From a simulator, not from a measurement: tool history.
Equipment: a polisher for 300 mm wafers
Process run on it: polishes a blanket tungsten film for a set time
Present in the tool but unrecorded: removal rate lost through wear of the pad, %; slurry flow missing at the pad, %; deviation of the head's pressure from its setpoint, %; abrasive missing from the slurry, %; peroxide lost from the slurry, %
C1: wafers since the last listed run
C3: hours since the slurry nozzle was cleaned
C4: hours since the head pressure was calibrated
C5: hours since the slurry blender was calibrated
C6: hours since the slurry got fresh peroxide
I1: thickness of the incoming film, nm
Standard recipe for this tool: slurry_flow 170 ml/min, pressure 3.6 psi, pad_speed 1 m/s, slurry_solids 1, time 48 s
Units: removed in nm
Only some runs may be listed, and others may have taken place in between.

run 1 hour=0 | slurry_flow=170 pressure=3.6 pad_speed=1 slurry_solids=1 time=48 | C1=0 wafers_polished_on_this_pad=75 C3=1.7 C4=594.7 C5=268.5 C6=112.2 | I1=1184.6 | removed=219.8
run 2 hour=9.3 | slurry_flow=170 pressure=3.6 pad_speed=1 slurry_solids=1 time=48 | C1=63 wafers_polished_on_this_pad=138 C3=11 C4=604 C5=277.8 C6=121.5 | I1=1209 | removed=215
-- hour=19.6 slurry blender recalibrated
run 3 hour=20.1 | slurry_flow=170 pressure=3.6 pad_speed=1 slurry_solids=1 time=48 | C1=59 wafers_polished_on_this_pad=198 C3=21.8 C4=614.8 C5=0.5 C6=132.3 | I1=1202.6 | removed=216.2
run 4 hour=32.4 | slurry_flow=170 pressure=3.6 pad_speed=1 slurry_solids=1 time=48 | C1=83 wafers_polished_on_this_pad=281 C3=34.1 C4=627.1 C5=12.8 C6=144.6 | I1=1210.5 | removed=210.8
run 5 hour=58.1 | slurry_flow=170 pressure=3.6 pad_speed=1.24 slurry_solids=0.8 time=48 | C1=174 wafers_polished_on_this_pad=455 C3=59.8 C4=652.8 C5=38.5 C6=170.3 | I1=1192.1 | removed=240.7
-- hour=64.3 head pressure recalibrated
-- hour=75.2 slurry tank refilled with fresh slurry and peroxide
run 6 hour=75.9 | slurry_flow=170 pressure=3.6 pad_speed=1 slurry_solids=1 time=48 | C1=100 wafers_polished_on_this_pad=555 C3=77.6 C4=11.6 C5=56.3 C6=0.7 | I1=1169.4 | removed=203.2
run 7 hour=92.9 | slurry_flow=210 pressure=3.6 pad_speed=1 slurry_solids=1 time=48 | C1=115 wafers_polished_on_this_pad=671 C3=94.6 C4=28.6 C5=73.3 C6=17.7 | I1=1194 | removed=202.6
-- hour=105.7 worn pad replaced by a new one
run 8 hour=106.2 | slurry_flow=170 pressure=3.6 pad_speed=1 slurry_solids=1 time=48 | C1=63 wafers_polished_on_this_pad=3 C3=107.9 C4=41.9 C5=86.6 C6=31 | I1=1192.2 | removed=223.7
run 9 hour=118.8 | slurry_flow=125 pressure=2.4 pad_speed=0.88 slurry_solids=1 time=48 | C1=85 wafers_polished_on_this_pad=88 C3=120.5 C4=54.5 C5=99.2 C6=43.6 | I1=1196.2 | removed=128
run 10 hour=136.4 | slurry_flow=170 pressure=3.6 pad_speed=1.14 slurry_solids=0.8 time=55 | C1=119 wafers_polished_on_this_pad=207 C3=138.1 C4=72.1 C5=116.8 C6=61.2 | I1=1179.5 | removed=270.1
run 11 hour=147.9 | slurry_flow=170 pressure=3.6 pad_speed=1 slurry_solids=0.8 time=48 | C1=77 wafers_polished_on_this_pad=285 C3=149.6 C4=83.6 C5=128.3 C6=72.7 | I1=1182.5 | removed=208.5
run 12 hour=166.1 | slurry_flow=170 pressure=3.6 pad_speed=1 slurry_solids=1.1 time=48 | C1=123 wafers_polished_on_this_pad=408 C3=167.8 C4=101.8 C5=146.5 C6=90.9 | I1=1190.8 | removed=211.6
run 13 hour=177.6 | slurry_flow=170 pressure=3.6 pad_speed=1 slurry_solids=1 time=48 | C1=77 wafers_polished_on_this_pad=486 C3=179.3 C4=113.3 C5=158 C6=102.4 | I1=1208.4 | removed=210.2
run 14 hour=188.9 | slurry_flow=170 pressure=3.6 pad_speed=1 slurry_solids=1 time=48 | C1=76 wafers_polished_on_this_pad=563 C3=190.6 C4=124.6 C5=169.3 C6=113.7 | I1=1206.1 | removed=204
run 15 hour=202.2 | slurry_flow=170 pressure=4 pad_speed=1 slurry_solids=1 time=55 | C1=90 wafers_polished_on_this_pad=653 C3=203.9 C4=137.9 C5=182.6 C6=127 | I1=1198.3 | removed=261.3
run 16 hour=216.1 | slurry_flow=170 pressure=4.8 pad_speed=0.78 slurry_solids=1 time=48 | C1=94 wafers_polished_on_this_pad=747 C3=217.8 C4=151.8 C5=196.5 C6=140.9 | I1=1187.5 | removed=223.1
-- hour=231.1 worn pad replaced by a new one
run 17 hour=231.6 | slurry_flow=170 pressure=3.6 pad_speed=1 slurry_solids=1 time=48 | C1=77 wafers_polished_on_this_pad=3 C3=233.3 C4=167.3 C5=212 C6=156.4 | I1=1189.2 | removed=222.2
run 18 hour=240.3 | slurry_flow=170 pressure=3.6 pad_speed=0.68 slurry_solids=1 time=48 | C1=58 wafers_polished_on_this_pad=62 C3=242 C4=176 C5=220.7 C6=165.1 | I1=1194.2 | removed=165.7
-- hour=248.8 slurry tank refilled with fresh slurry and peroxide
run 19 hour=258 | slurry_flow=230 pressure=2.7 pad_speed=1 slurry_solids=0.85 time=48 | C1=113 wafers_polished_on_this_pad=175 C3=259.7 C4=193.7 C5=238.4 C6=9.2 | I1=1202.8 | removed=163.3
run 20 hour=271.6 | slurry_flow=170 pressure=2.4 pad_speed=1.28 slurry_solids=1 time=48 | C1=92 wafers_polished_on_this_pad=267 C3=273.3 C4=207.3 C5=252 C6=22.8 | I1=1204 | removed=169.5
run 21 hour=280.9 | slurry_flow=150 pressure=2.5 pad_speed=0.74 slurry_solids=1 time=48 | C1=63 wafers_polished_on_this_pad=330 C3=282.6 C4=216.6 C5=261.3 C6=32.1 | I1=1174.9 | removed=116.5
run 22 hour=288.5 | slurry_flow=210 pressure=3.6 pad_speed=1 slurry_solids=1.15 time=48 | C1=51 wafers_polished_on_this_pad=382 C3=290.2 C4=224.2 C5=268.9 C6=39.7 | I1=1179.4 | removed=223.7
-- hour=299.5 slurry blender recalibrated
run 23 hour=300 | slurry_flow=170 pressure=3.6 pad_speed=1 slurry_solids=1 time=63 | C1=64 wafers_polished_on_this_pad=446 C3=301.7 C4=235.7 C5=0.5 C6=51.2 | I1=1185.9 | removed=270.4
run 24 hour=310.9 | slurry_flow=205 pressure=3.6 pad_speed=1.22 slurry_solids=0.8 time=41 | C1=73 wafers_polished_on_this_pad=520 C3=312.6 C4=246.6 C5=11.4 C6=62.1 | I1=1188.3 | removed=204.4
run 25 hour=328.6 | slurry_flow=170 pressure=4 pad_speed=1 slurry_solids=1.25 time=48 | C1=119 wafers_polished_on_this_pad=640 C3=330.3 C4=264.3 C5=29.1 C6=79.8 | I1=1185.1 | removed=229
run 26 hour=344.7 | slurry_flow=120 pressure=4.2 pad_speed=1 slurry_solids=1 time=48 | C1=109 wafers_polished_on_this_pad=749 C3=346.4 C4=280.4 C5=45.2 C6=95.9 | I1=1193.3 | removed=220.6
run 27 hour=359.1 | slurry_flow=170 pressure=4.8 pad_speed=0.78 slurry_solids=1 time=48 | C1=97 wafers_polished_on_this_pad=847 C3=360.8 C4=294.8 C5=59.6 C6=110.3 | I1=1194.1 | removed=208.6
run 28 hour=367.6 | slurry_flow=170 pressure=3.6 pad_speed=1 slurry_solids=1.25 time=48 | C1=57 wafers_polished_on_this_pad=904 C3=369.3 C4=303.3 C5=68.1 C6=118.8 | I1=1196.8 | removed=195.8

Alternative continuations, all from the tool just after run 28; predict every row:
run A hour=368 | slurry_flow=170 pressure=3.6 pad_speed=1 slurry_solids=1 time=48 | C1=2 wafers_polished_on_this_pad=907 C3=369.7 C4=303.7 C5=68.5 C6=119.2 | I1=1209.1 | removed=?
run B hour=368 | slurry_flow=170 pressure=4 pad_speed=0.7 slurry_solids=1 time=48 | C1=2 wafers_polished_on_this_pad=907 C3=369.7 C4=303.7 C5=68.5 C6=119.2 | I1=1209.1 | removed=?
run C hour=368 | slurry_flow=120 pressure=4.8 pad_speed=0.88 slurry_solids=1 time=48 | C1=2 wafers_polished_on_this_pad=907 C3=369.7 C4=303.7 C5=68.5 C6=119.2 | I1=1209.1 | removed=?

run=A removed=196.9
run=B removed=167.5
run=C removed=226.3
With no hidden state in the tool, these same runs would have given:
run=A removed=230.8
run=B removed=196.4
run=C removed=266.9

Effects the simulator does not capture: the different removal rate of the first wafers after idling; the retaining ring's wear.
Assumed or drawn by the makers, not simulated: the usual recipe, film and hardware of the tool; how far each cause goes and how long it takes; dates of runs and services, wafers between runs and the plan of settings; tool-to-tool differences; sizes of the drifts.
